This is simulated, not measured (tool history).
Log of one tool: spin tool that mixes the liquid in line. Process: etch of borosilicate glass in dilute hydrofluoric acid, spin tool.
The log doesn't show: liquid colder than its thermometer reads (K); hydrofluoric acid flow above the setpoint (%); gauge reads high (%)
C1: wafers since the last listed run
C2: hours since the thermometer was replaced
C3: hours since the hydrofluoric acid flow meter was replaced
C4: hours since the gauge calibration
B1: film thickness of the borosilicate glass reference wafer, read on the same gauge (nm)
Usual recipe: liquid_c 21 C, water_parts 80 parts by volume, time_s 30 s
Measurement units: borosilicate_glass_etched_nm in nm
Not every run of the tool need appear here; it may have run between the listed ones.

run 1 hour=0 | liquid_c=21 water_parts=80 time_s=30 | C1=0 C2=198.6 C3=271.3 C4=808 | B1=140.01 | borosilicate_glass_etched_nm=14.34
run 2 hour=78.6 | liquid_c=21 water_parts=80 time_s=30 | C1=954 C2=277.2 C3=349.9 C4=886.6 | B1=140.01 | borosilicate_glass_etched_nm=14.38
run 3 hour=136.3 | liquid_c=21 water_parts=80 time_s=30 | C1=700 C2=334.9 C3=407.6 C4=944.3 | B1=139.99 | borosilicate_glass_etched_nm=14.35
run 4 hour=174.8 | liquid_c=22.5 water_parts=80 time_s=30 | C1=467 C2=373.4 C3=446.1 C4=982.8 | B1=140 | borosilicate_glass_etched_nm=15.31
run 5 hour=225.6 | liquid_c=22.5 water_parts=80 time_s=30 | C1=616 C2=424.2 C3=496.9 C4=1033.6 | B1=139.99 | borosilicate_glass_etched_nm=15.27
-- hour=238.7 hydrofluoric acid flow meter replaced
run 6 hour=313.9 | liquid_c=22.5 water_parts=80 time_s=30 | C1=1060 C2=512.5 C3=75.2 C4=1121.9 | B1=140.04 | borosilicate_glass_etched_nm=15.29
-- hour=379 gauge calibrated
run 7 hour=390.7 | liquid_c=21 water_parts=80 time_s=30 | C1=932 C2=589.3 C3=152 C4=11.7 | B1=140.02 | borosilicate_glass_etched_nm=14.32
run 8 hour=491.1 | liquid_c=21 water_parts=80 time_s=30 | C1=1219 C2=689.7 C3=252.4 C4=112.1 | B1=140 | borosilicate_glass_etched_nm=14.39
run 9 hour=592.6 | liquid_c=21 water_parts=80 time_s=30 | C1=1232 C2=791.2 C3=353.9 C4=213.6 | B1=139.99 | borosilicate_glass_etched_nm=14.39
run 10 hour=629.5 | liquid_c=21 water_parts=80 time_s=30 | C1=448 C2=828.1 C3=390.8 C4=250.5 | B1=139.96 | borosilicate_glass_etched_nm=14.31
-- hour=674.9 thermometer replaced
-- hour=711.4 hydrofluoric acid flow meter replaced
run 11 hour=728.1 | liquid_c=21 water_parts=80 time_s=30 | C1=1173 C2=53.2 C3=16.7 C4=349.1 | B1=139.95 | borosilicate_glass_etched_nm=14.34
run 12 hour=810 | liquid_c=21 water_parts=80 time_s=30 | C1=994 C2=135.1 C3=98.6 C4=431 | B1=140.03 | borosilicate_glass_etched_nm=14.41
run 13 hour=897.7 | liquid_c=21 water_parts=80 time_s=30 | C1=1065 C2=222.8 C3=186.3 C4=518.7 | B1=139.97 | borosilicate_glass_etched_nm=14.32
run 14 hour=975.6 | liquid_c=24 water_parts=80 time_s=20 | C1=946 C2=300.7 C3=264.2 C4=596.6 | B1=139.97 | borosilicate_glass_etched_nm=10.78
run 15 hour=1017.9 | liquid_c=21 water_parts=80 time_s=50 | C1=513 C2=343 C3=306.5 C4=638.9 | B1=139.98 | borosilicate_glass_etched_nm=23.92
run 16 hour=1116 | liquid_c=21 water_parts=80 time_s=20 | C1=1191 C2=441.1 C3=404.6 C4=737 | B1=139.98 | borosilicate_glass_etched_nm=9.51
run 17 hour=1161.5 | liquid_c=25 water_parts=105 time_s=30 | C1=552 C2=486.6 C3=450.1 C4=782.5 | B1=139.96 | borosilicate_glass_etched_nm=12.41
-- hour=1185.6 hydrofluoric acid flow meter replaced
run 18 hour=1229.9 | liquid_c=21 water_parts=80 time_s=30 | C1=818 C2=555 C3=44.3 C4=850.9 | B1=140.04 | borosilicate_glass_etched_nm=14.24
run 19 hour=1322.6 | liquid_c=21 water_parts=105 time_s=35 | C1=1125 C2=647.7 C3=137 C4=943.6 | B1=140.07 | borosilicate_glass_etched_nm=12.38
run 20 hour=1376.4 | liquid_c=24.5 water_parts=95 time_s=40 | C1=653 C2=701.5 C3=190.8 C4=997.4 | B1=139.99 | borosilicate_glass_etched_nm=18.29
run 21 hour=1461.6 | liquid_c=24.5 water_parts=80 time_s=40 | C1=1034 C2=786.7 C3=276 C4=1082.6 | B1=139.99 | borosilicate_glass_etched_nm=22.22
run 22 hour=1561.1 | liquid_c=24 water_parts=70 time_s=45 | C1=1208 C2=886.2 C3=375.5 C4=1182.1 | B1=140.04 | borosilicate_glass_etched_nm=28.2
-- hour=1592.1 thermometer replaced
run 23 hour=1647.7 | liquid_c=21 water_parts=80 time_s=30 | C1=1039 C2=55.6 C3=462.1 C4=1268.7 | B1=140 | borosilicate_glass_etched_nm=14.45
run 24 hour=1714 | liquid_c=17 water_parts=40 time_s=15 | C1=805 C2=121.9 C3=528.4 C4=1335 | B1=140 | borosilicate_glass_etched_nm=12.72
-- hour=1717.7 gauge calibrated
-- hour=1798 hydrofluoric acid flow meter replaced
run 25 hour=1814.9 | liquid_c=17 water_parts=120 time_s=50 | C1=1213 C2=222.8 C3=16.9 C4=97.2 | B1=140 | borosilicate_glass_etched_nm=12.95
run 26 hour=1856.6 | liquid_c=21 water_parts=105 time_s=30 | C1=506 C2=264.5 C3=58.6 C4=138.9 | B1=140.03 | borosilicate_glass_etched_nm=10.65
run 27 hour=1946 | liquid_c=21 water_parts=80 time_s=45 | C1=1085 C2=353.9 C3=148 C4=228.3 | B1=140.01 | borosilicate_glass_etched_nm=21.47
run 28 hour=1997.9 | liquid_c=17 water_parts=45 time_s=20 | C1=630 C2=405.8 C3=199.9 C4=280.2 | B1=139.99 | borosilicate_glass_etched_nm=15
run 29 hour=2060.4 | liquid_c=21 water_parts=80 time_s=15 | C1=759 C2=468.3 C3=262.4 C4=342.7 | B1=139.98 | borosilicate_glass_etched_nm=7.2
run 30 hour=2141.2 | liquid_c=17 water_parts=80 time_s=30 | C1=981 C2=549.1 C3=343.2 C4=423.5 | B1=139.97 | borosilicate_glass_etched_nm=12.16
run 31 hour=2183.4 | liquid_c=21 water_parts=80 time_s=30 | C1=512 C2=591.3 C3=385.4 C4=465.7 | B1=140.05 | borosilicate_glass_etched_nm=14.35
run 32 hour=2282.5 | liquid_c=21 water_parts=100 time_s=30 | C1=1203 C2=690.4 C3=484.5 C4=564.8 | B1=140.01 | borosilicate_glass_etched_nm=11.2
-- hour=2308.3 hydrofluoric acid flow meter replaced
run 33 hour=2340.3 | liquid_c=21 water_parts=80 time_s=30 | C1=689 C2=748.2 C3=32 C4=622.6 | B1=140.02 | borosilicate_glass_etched_nm=14.4

What if the next run were any one of these 4? Each begins from the tool's condition after run 33:
run A hour=2340.7 | liquid_c=21 water_parts=80 time_s=30 | C1=4 C2=748.6 C3=32.4 C4=623 | B1=? | borosilicate_glass_etched_nm=?
run B hour=2340.7 | liquid_c=21 water_parts=80 time_s=25 | C1=4 C2=748.6 C3=32.4 C4=623 | B1=? | borosilicate_glass_etched_nm=?
run C hour=2340.7 | liquid_c=19.5 water_parts=105 time_s=40 | C1=4 C2=748.6 C3=32.4 C4=623 | B1=? | borosilicate_glass_etched_nm=?
run D hour=2340.7 | liquid_c=21 water_parts=60 time_s=30 | C1=4 C2=748.6 C3=32.4 C4=623 | B1=? | borosilicate_glass_etched_nm=?

run=A B1=139.96 borosilicate_glass_etched_nm=14.37
run=B B1=139.96 borosilicate_glass_etched_nm=11.98
run=C B1=139.96 borosilicate_glass_etched_nm=13.34
run=D B1=139.96 borosilicate_glass_etched_nm=19.63
Stripped of hidden state, with their random variation kept, the same runs would have yielded:
run=A borosilicate_glass_etched_nm=14.37
run=B borosilicate_glass_etched_nm=11.98
run=C borosilicate_glass_etched_nm=13.34
run=D borosilicate_glass_etched_nm=19.63
